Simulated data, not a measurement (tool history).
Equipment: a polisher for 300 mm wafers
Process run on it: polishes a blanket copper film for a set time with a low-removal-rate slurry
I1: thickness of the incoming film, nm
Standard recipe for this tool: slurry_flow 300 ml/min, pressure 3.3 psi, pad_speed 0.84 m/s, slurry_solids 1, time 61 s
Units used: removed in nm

run 1 hour=0 | slurry_flow=300 pressure=3.3 pad_speed=0.84 slurry_solids=1 time=61 | I1=1449.7 | removed=165.2
run 2 hour=7.7 | slurry_flow=300 pressure=3.3 pad_speed=0.84 slurry_solids=1 time=61 | I1=1457.1 | removed=163.7
-- hour=12.4 worn pad replaced by a new one
run 3 hour=20.1 | slurry_flow=300 pressure=3.3 pad_speed=0.84 slurry_solids=1 time=61 | I1=1457.1 | removed=168.2
run 4 hour=34.1 | slurry_flow=300 pressure=3.3 pad_speed=0.84 slurry_solids=1 time=61 | I1=1469.2 | removed=166.9
run 5 hour=45.4 | slurry_flow=300 pressure=3.3 pad_speed=0.84 slurry_solids=1 time=61 | I1=1445.6 | removed=165.4
run 6 hour=53.5 | slurry_flow=300 pressure=2.8 pad_speed=0.84 slurry_solids=1 time=61 | I1=1452.2 | removed=143.8
run 7 hour=64.8 | slurry_flow=300 pressure=2.8 pad_speed=0.84 slurry_solids=1 time=61 | I1=1465.8 | removed=140.7
-- hour=69.9 slurry nozzle cleaned
run 8 hour=76.4 | slurry_flow=300 pressure=2.8 pad_speed=0.84 slurry_solids=1 time=61 | I1=1431.7 | removed=143.7
run 9 hour=87.5 | slurry_flow=240 pressure=3.3 pad_speed=0.84 slurry_solids=1 time=61 | I1=1423.4 | removed=166.9
run 10 hour=94.4 | slurry_flow=300 pressure=3.3 pad_speed=0.84 slurry_solids=1.15 time=61 | I1=1436 | removed=172.2
-- hour=105.5 worn pad replaced by a new one
run 11 hour=109.6 | slurry_flow=300 pressure=3.8 pad_speed=0.56 slurry_solids=1 time=61 | I1=1450 | removed=139.3
run 12 hour=117.1 | slurry_flow=300 pressure=2.4 pad_speed=0.84 slurry_solids=1 time=61 | I1=1457.6 | removed=124.3
run 13 hour=124.2 | slurry_flow=300 pressure=3.3 pad_speed=0.84 slurry_solids=1 time=61 | I1=1455.2 | removed=168.2
-- hour=129.4 slurry blender recalibrated
run 14 hour=131.7 | slurry_flow=300 pressure=2.2 pad_speed=0.84 slurry_solids=1 time=67 | I1=1449.6 | removed=124.6
run 15 hour=141.3 | slurry_flow=335 pressure=3.8 pad_speed=0.84 slurry_solids=1 time=54 | I1=1437.4 | removed=173.9
-- hour=151.9 head pressure recalibrated
run 16 hour=165.2 | slurry_flow=230 pressure=3.3 pad_speed=0.98 slurry_solids=1 time=61 | I1=1480.4 | removed=196.6
run 17 hour=177.4 | slurry_flow=300 pressure=4 pad_speed=0.6 slurry_solids=1 time=61 | I1=1426.9 | removed=161.9
-- hour=189.9 worn pad replaced by a new one
run 18 hour=190.4 | slurry_flow=300 pressure=3.3 pad_speed=0.84 slurry_solids=1 time=40 | I1=1456.2 | removed=116.7
run 19 hour=205.3 | slurry_flow=300 pressure=3 pad_speed=0.84 slurry_solids=1 time=79 | I1=1435.4 | removed=209.5
run 20 hour=218.4 | slurry_flow=300 pressure=3.3 pad_speed=0.84 slurry_solids=1 time=61 | I1=1450.5 | removed=180.9
run 21 hour=226.6 | slurry_flow=355 pressure=3.3 pad_speed=0.84 slurry_solids=1 time=61 | I1=1419.9 | removed=179.1
run 22 hour=234.8 | slurry_flow=335 pressure=3.3 pad_speed=0.76 slurry_solids=1 time=61 | I1=1459.4 | removed=166
-- hour=242.4 head pressure recalibrated, repeated, since the last time left the tool worse
run 23 hour=242.9 | slurry_flow=300 pressure=3.3 pad_speed=0.84 slurry_solids=1 time=61 | I1=1455.8 | removed=164
run 24 hour=254.6 | slurry_flow=300 pressure=2.4 pad_speed=0.84 slurry_solids=1 time=61 | I1=1446.7 | removed=118.5
run 25 hour=265.2 | slurry_flow=300 pressure=3.3 pad_speed=0.84 slurry_solids=1 time=61 | I1=1456.2 | removed=166.9
-- hour=272.6 worn pad replaced by a new one
run 26 hour=279.5 | slurry_flow=300 pressure=3.3 pad_speed=0.84 slurry_solids=1 time=61 | I1=1447.1 | removed=162.9
run 27 hour=289.7 | slurry_flow=300 pressure=3.3 pad_speed=0.84 slurry_solids=1 time=61 | I1=1456.2 | removed=163.7
run 28 hour=300.7 | slurry_flow=300 pressure=3.9 pad_speed=0.7 slurry_solids=1.15 time=71 | I1=1451.8 | removed=198.5
run 29 hour=314 | slurry_flow=300 pressure=3.3 pad_speed=0.84 slurry_solids=1 time=47 | I1=1420.2 | removed=126.3

Alternative continuations, all from the tool just after run 29; predict every row:
run A hour=314.4 | slurry_flow=300 pressure=3.3 pad_speed=0.56 slurry_solids=1 time=61 | I1=1438.4 | removed=?
run B hour=314.4 | slurry_flow=360 pressure=4 pad_speed=1.14 slurry_solids=0.8 time=61 | I1=1438.4 | removed=?
run C hour=314.4 | slurry_flow=230 pressure=4.5 pad_speed=0.84 slurry_solids=1 time=61 | I1=1438.4 | removed=?
run D hour=314.4 | slurry_flow=300 pressure=3.3 pad_speed=0.84 slurry_solids=0.75 time=71 | I1=1438.4 | removed=?
run E hour=314.4 | slurry_flow=300 pressure=3.3 pad_speed=0.62 slurry_solids=1 time=44 | I1=1438.4 | removed=?

run=A removed=119.8
run=B removed=259.5
run=C removed=221.5
run=D removed=187.4
run=E removed=93.6
Had the tool no hidden state, the same runs would have come out as:
run=A removed=119.2
run=B removed=258.2
run=C removed=220.4
run=D removed=186.5
run=E removed=93.2
